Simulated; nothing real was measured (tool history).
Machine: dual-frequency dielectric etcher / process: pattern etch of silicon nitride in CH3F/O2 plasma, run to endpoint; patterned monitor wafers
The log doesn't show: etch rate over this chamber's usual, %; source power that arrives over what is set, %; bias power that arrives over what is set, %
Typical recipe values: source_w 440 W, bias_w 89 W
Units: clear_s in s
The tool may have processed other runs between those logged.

| run | hour | source_w | bias_w | wafers since the last listed run | hours since the last wet clean | hours since the last source power generator calibration | hours since the last bias power generator calibration | hours since the last upper electrode change | incoming incoming film thickness, nm | clear_s |
|---|---|---|---|---|---|---|---|---|---|---|
| 1 | 0.0 | 440 | 102 | 0 | 246.7 | 4122.2 | 1211.6 | 2498.0 | 59.8 | 64.7 |
| 2 | 69.8 | 440 | 102 | 433 | 316.5 | 4192.0 | 1281.4 | 2567.8 | 59.6 | 64.3 |
| 3 | 139.0 | 440 | 102 | 429 | 385.7 | 4261.2 | 1350.6 | 2637.0 | 60.5 | 64.9 |
| 4 | 177.8 | 440 | 89 | 240 | 424.5 | 4300.0 | 1389.4 | 2675.8 | 60.3 | 68.2 |
| 5 | 242.3 | 380 | 104 | 400 | 489.0 | 4364.5 | 1453.9 | 2740.3 | 60.2 | 68.1 |
| 6 | 296.6 | 380 | 104 | 336 | 543.3 | 4418.8 | 1508.2 | 2794.6 | 60.2 | 68.0 |
|  | 333.4 | wet clean of the chamber |
| 7 | 358.0 | 380 | 104 | 232 | 24.6 | 4480.2 | 1569.6 | 2856.0 | 60.2 | 68.2 |
| 8 | 427.4 | 440 | 89 | 430 | 94.0 | 4549.6 | 1639.0 | 2925.4 | 59.9 | 67.7 |
| 9 | 476.8 | 440 | 89 | 306 | 143.4 | 4599.0 | 1688.4 | 2974.8 | 60.1 | 67.9 |
|  | 507.1 | upper electrode replaced |
| 10 | 546.7 | 510 | 89 | 284 | 213.3 | 4668.9 | 1758.3 | 39.6 | 59.7 | 64.9 |
| 11 | 615.0 | 510 | 89 | 423 | 281.6 | 4737.2 | 1826.6 | 107.9 | 59.4 | 64.3 |
| 12 | 669.4 | 440 | 78 | 337 | 336.0 | 4791.6 | 1881.0 | 162.3 | 60.4 | 72.4 |
| 13 | 708.1 | 440 | 78 | 240 | 374.7 | 4830.3 | 1919.7 | 201.0 | 60.3 | 71.7 |
| 14 | 745.0 | 440 | 78 | 228 | 411.6 | 4867.2 | 1956.6 | 237.9 | 59.6 | 71.6 |
| 15 | 772.2 | 440 | 89 | 168 | 438.8 | 4894.4 | 1983.8 | 265.1 | 60.4 | 68.6 |
| 16 | 822.2 | 380 | 74 | 310 | 488.8 | 4944.4 | 2033.8 | 315.1 | 59.7 | 75.4 |
| 17 | 860.1 | 520 | 82 | 235 | 526.7 | 4982.3 | 2071.7 | 353.0 | 60.0 | 66.1 |
| 18 | 895.5 | 480 | 89 | 219 | 562.1 | 5017.7 | 2107.1 | 388.4 | 59.6 | 66.1 |
|  | 965.4 | bias power generator calibrated |
|  | 1015.7 | wet clean of the chamber |
| 19 | 1016.2 | 440 | 89 | 575 | 0.5 | 5138.4 | 50.8 | 509.1 | 60.1 | 68.1 |
| 20 | 1067.0 | 470 | 82 | 315 | 51.3 | 5189.2 | 101.6 | 559.9 | 60.0 | 67.5 |
|  | 1113.1 | source power generator calibrated |
| 21 | 1121.5 | 400 | 89 | 313 | 105.8 | 8.4 | 156.1 | 614.4 | 59.9 | 71.0 |
| 22 | 1159.7 | 440 | 79 | 237 | 144.0 | 46.6 | 194.3 | 652.6 | 60.0 | 70.9 |
| 23 | 1200.3 | 510 | 78 | 251 | 184.6 | 87.2 | 234.9 | 693.2 | 59.6 | 66.8 |
| 24 | 1225.1 | 440 | 89 | 153 | 209.4 | 112.0 | 259.7 | 718.0 | 59.9 | 68.7 |
| 25 | 1283.0 | 540 | 103 | 359 | 267.3 | 169.9 | 317.6 | 775.9 | 59.1 | 59.2 |
| 26 | 1340.0 | 510 | 69 | 353 | 324.3 | 226.9 | 374.6 | 832.9 | 60.3 | 70.8 |
| 27 | 1379.5 | 440 | 89 | 245 | 363.8 | 266.4 | 414.1 | 872.4 | 60.3 | 68.4 |
| 28 | 1431.0 | 500 | 101 | 319 | 415.3 | 317.9 | 465.6 | 923.9 | 60.4 | 62.8 |
| 29 | 1493.2 | 350 | 103 | 385 | 477.5 | 380.1 | 527.8 | 986.1 | 60.5 | 70.2 |
| 30 | 1547.7 | 410 | 68 | 338 | 532.0 | 434.6 | 582.3 | 1040.6 | 59.9 | 76.6 |
|  | 1634.9 | wet clean of the chamber |
| 31 | 1676.5 | 440 | 89 | 650 | 41.6 | 563.4 | 711.1 | 1169.4 | 60.2 | 67.7 |
| 32 | 1738.7 | 440 | 89 | 385 | 103.8 | 625.6 | 773.3 | 1231.6 | 59.7 | 67.3 |
| 33 | 1783.8 | 440 | 101 | 279 | 148.9 | 670.7 | 818.4 | 1276.7 | 60.4 | 65.6 |
| 34 | 1818.1 | 350 | 74 | 212 | 183.2 | 705.0 | 852.7 | 1311.0 | 60.0 | 79.0 |
| 35 | 1878.3 | 440 | 100 | 373 | 243.4 | 765.2 | 912.9 | 1371.2 | 60.3 | 65.9 |

Hidden state at the last listed run before each entry between runs and at the first one after, where it differs:
Between runs 6 and 7: wet clean of the chamber (hour 333.4)
  no hidden state differs between the two runs
Between runs 9 and 10: upper electrode replaced (hour 507.1)
  no hidden state differs between the two runs
Between runs 18 and 19: bias power generator calibrated (hour 965.4); wet clean of the chamber (hour 1015.7)
  no hidden state differs between the two runs
Between runs 20 and 21: source power generator calibrated (hour 1113.1)
  no hidden state differs between the two runs
Between runs 30 and 31: wet clean of the chamber (hour 1634.9)
  no hidden state differs between the two runs
